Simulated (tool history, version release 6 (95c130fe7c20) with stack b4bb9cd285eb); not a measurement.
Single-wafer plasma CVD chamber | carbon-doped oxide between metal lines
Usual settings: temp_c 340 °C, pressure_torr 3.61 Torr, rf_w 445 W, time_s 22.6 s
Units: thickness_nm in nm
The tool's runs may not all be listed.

run    hour  temp_c  pressure_torr  rf_w  time_s  wafers since the last listed run  hours since the last thermocouple change  hours since the last RF generator calibration  hours since the last manometer calibration  hours since the showerhead was replaced  hours since the gauge calibration  read-back reference wafer on the same gauge, thickness_nm  thickness_nm
  1     0.0     340           3.61   445    22.6                                 0                                    1764.2                                         1964.7                                      1713.2                                   4751.0                              721.5                                                    123.888       102.805
  2    51.9     336           3.61   445    22.6                              1213                                    1816.1                                         2016.6                                      1765.1                                   4802.9                              773.4                                                    124.013       104.282
  3   120.2     340           3.61   445    19.5                              1596                                    1884.4                                         2084.9                                      1833.4                                   4871.2                              841.7                                                    123.932        88.690
  4   187.4     340           3.61   445    19.5                              1570                                    1951.6                                         2152.1                                      1900.6                                   4938.4                              908.9                                                    124.012        87.794
  5   238.9     340           3.61   445    22.6                              1203                                    2003.1                                         2203.6                                      1952.1                                   4989.9                              960.4                                                    123.968       101.730
  6   287.8     340           3.61   445    22.6                              1143                                    2052.0                                         2252.5                                      2001.0                                   5038.8                             1009.3                                                    124.034       101.380
  7   351.9     340           3.61   445    22.6                              1498                                    2116.1                                         2316.6                                      2065.1                                   5102.9                             1073.4                                                    123.983       101.156
      412.1  -- RF generator calibrated
  8   456.4     340           3.61   445    22.6                              2255                                    2220.6                                           44.3                                      2169.6                                   5207.4                             1177.9                                                    124.003       111.264
      469.5  -- gauge calibrated
      470.6  -- showerhead replaced
  9   507.1     340           3.61   445    22.6                               998                                    2271.3                                           95.0                                      2220.3                                     36.5                               37.6                                                    123.991       110.751
      547.1  -- capacitance manometer re-zeroed and calibrated
 10   547.6     352           3.61   445    22.6                               759                                    2311.8                                          135.5                                         0.5                                     77.0                               78.1                                                    123.977       106.089
 11   575.3     340           3.61   445    24.5                               647                                    2339.5                                          163.2                                        28.2                                    104.7                              105.8                                                    123.976       119.445
 12   618.2     340           4.35   445    22.6                              1002                                    2382.4                                          206.1                                        71.1                                    147.6                              148.7                                                    124.107       113.776
 13   665.4     340           3.32   445    20.2                              1103                                    2429.6                                          253.3                                       118.3                                    194.8                              195.9                                                    123.988        97.794
 14   715.5     340           3.61   445    22.6                              1171                                    2479.7                                          303.4                                       168.4                                    244.9                              246.0                                                    123.948       110.103
 15   752.3     352           3.61   400    25.8                               860                                    2516.5                                          340.2                                       205.2                                    281.7                              282.8                                                    123.925       107.700
 16   780.6     340           3.61   445    22.6                               661                                    2544.8                                          368.5                                       233.5                                    310.0                              311.1                                                    124.008       109.579
      814.0  -- thermocouple changed; heater temperature recalibrated
 17   834.7     340           3.61   445    22.6                              1077                                      20.7                                          422.6                                       287.6                                    364.1                              365.2                                                    124.016       110.167
 18   865.4     340           3.22   445    22.6                               717                                      51.4                                          453.3                                       318.3                                    394.8                              395.9                                                    124.014       108.166
 19   977.6     346           3.32   495    20.6                              2622                                     163.6                                          565.5                                       430.5                                    507.0                              508.1                                                    124.004       105.614
 20  1020.1     340           3.61   445    22.6                               993                                     206.1                                          608.0                                       473.0                                    549.5                              550.6                                                    123.904       109.403
 21  1075.0     340           3.61   445    26.1                              1283                                     261.0                                          662.9                                       527.9                                    604.4                              605.5                                                    124.048       125.003

Some steps in thickness_nm between neighbouring runs. How much of each would the tool show without its hidden state too (settings, what came in, random variation), and how much is left for the hidden state, with any gauge scatter that isn't in both results?
The hidden state here: wafer temperature above the value expected at the setpoint (K); delivered RF power above the setpoint (%); true pressure above the setpoint (%); gauge reads high (%).
Run 4 -> 5: time_s 19.5 -> 22.6. thickness_nm +13.936 nm: hidden state -1.494, all else +15.430.
Run 7 -> 8: RF generator calibrated. thickness_nm +10.108 nm: hidden state +9.619, all else +0.489.
Run 12 -> 13: pressure_torr 4.35 -> 3.32, time_s 22.6 -> 20.2. thickness_nm -15.982 nm: hidden state -0.017, all else -15.965.
Run 20 -> 21: time_s 22.6 -> 26.1. thickness_nm +15.600 nm: hidden state -0.588, all else +16.188.

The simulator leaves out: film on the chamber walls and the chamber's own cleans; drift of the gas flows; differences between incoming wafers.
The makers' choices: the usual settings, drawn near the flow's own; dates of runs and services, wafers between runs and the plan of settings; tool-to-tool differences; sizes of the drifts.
